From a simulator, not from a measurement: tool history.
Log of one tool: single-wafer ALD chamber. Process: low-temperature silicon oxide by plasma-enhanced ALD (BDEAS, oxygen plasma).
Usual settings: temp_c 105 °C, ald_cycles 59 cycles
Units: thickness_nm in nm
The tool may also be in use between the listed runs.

run,hour,temp_c,ald_cycles,wafers since the last listed run,hours since the last thermocouple change,hours since the gauge calibration,"read-back reference wafer on the same gauge, thickness_nm",thickness_nm
1,0,98,59,0,923.7,1552.8,9.457,9.121
2,43.2,98,59,162,966.9,1596,9.463,9.198
3,93.7,98,59,190,1017.4,1646.5,9.455,9.176
4,233.4,100,59,525,1157.1,1786.2,9.445,9.144
5,263,105,59,111,1186.7,1815.8,9.441,8.959
6,311.3,105,59,181,1235,1864.1,9.451,8.977
7,365.3,105,59,203,1289,1918.1,9.461,8.971
8,416.4,105,59,192,1340.1,1969.2,9.46,8.928
9,446.6,94,59,113,1370.3,1999.4,9.458,9.336
10,476.6,94,59,112,1400.3,2029.4,9.466,9.343
11,507.8,94,59,117,1431.5,2060.6,9.47,9.41
12,565.6,105,67,217,1489.3,2118.4,9.47,10.137
13,633.2,105,67,254,1556.9,2186,9.465,10.253
14,690.6,105,59,216,1614.3,2243.4,9.456,8.965
15,758.3,115,59,254,1682,2311.1,9.462,8.8
16,797.8,109,59,148,1721.5,2350.6,9.464,8.893
17,829.7,109,59,120,1753.4,2382.5,9.45,8.961
18,936.6,105,59,402,1860.3,2489.4,9.455,8.986
# hour 982.4: gauge calibrated
19,989.5,105,59,199,1913.2,7.1,9.475,8.995
20,1025.6,105,59,135,1949.3,43.2,9.462,9.001
21,1075.1,105,59,186,1998.8,92.7,9.462,8.966
22,1132.9,92,59,217,2056.6,150.5,9.452,9.457
23,1171.8,118,49,146,2095.5,189.4,9.461,7.248
24,1226,105,59,203,2149.7,243.6,9.459,8.97
25,1258.2,105,59,121,2181.9,275.8,9.472,9.027
26,1292.1,105,59,127,2215.8,309.7,9.462,8.989
27,1344.5,90,70,197,2268.2,362.1,9.474,11.316
# hour 1363.9: thermocouple changed; heater temperature recalibrated
28,1400.7,105,49,181,36.8,418.3,9.45,7.275
29,1433,105,59,121,69.1,450.6,9.449,8.743
30,1481.1,111,52,181,117.2,498.7,9.463,7.613
31,1511.4,98,69,114,147.5,529,9.461,10.364
32,1546.4,109,59,131,182.5,564,9.461,8.697
33,1588.5,116,68,158,224.6,606.1,9.473,9.875
34,1612.6,105,59,90,248.7,630.2,9.461,8.751
35,1672.3,92,49,224,308.4,689.9,9.461,7.476
36,1740.7,94,63,257,376.8,758.3,9.464,9.562
37,1801,117,64,226,437.1,818.6,9.456,9.255
# hour 1829.8: thermocouple changed; heater temperature recalibrated, repeated, since the last time left the tool worse
38,1869.6,105,59,228,39.8,887.2,9.459,8.892
39,1919.2,119,51,186,89.4,936.8,9.462,7.452
40,2022.7,119,59,389,192.9,1040.3,9.457,8.625
41,2058.6,105,59,135,228.8,1076.2,9.462,8.949
42,2129.9,117,50,268,300.1,1147.5,9.451,7.352
43,2182.7,111,56,198,352.9,1200.3,9.465,8.363

What the log doesn't show, run by run:
gauge reads high (%): 0 in every run
H1: wafer temperature above the value expected at the setpoint (K)
run,H1
1,-2.87
2,-2.95
3,-3.04
4,-3.3
5,-3.35
6,-3.44
7,-3.54
8,-3.64
9,-3.69
10,-3.75
11,-3.81
12,-3.91
13,-4.04
14,-4.14
15,-4.27
16,-4.34
17,-4.4
18,-4.6
19,-4.69
20,-4.76
21,-4.85
22,-4.96
23,-5.03
24,-5.13
25,-5.19
26,-5.25
27,-5.35
28,7.75
29,7.69
30,7.61
31,7.55
32,7.48
33,7.41
34,7.36
35,7.25
36,7.13
37,7.02
38,-0.373
39,-0.465
40,-0.656
41,-0.722
42,-0.853
43,-0.95

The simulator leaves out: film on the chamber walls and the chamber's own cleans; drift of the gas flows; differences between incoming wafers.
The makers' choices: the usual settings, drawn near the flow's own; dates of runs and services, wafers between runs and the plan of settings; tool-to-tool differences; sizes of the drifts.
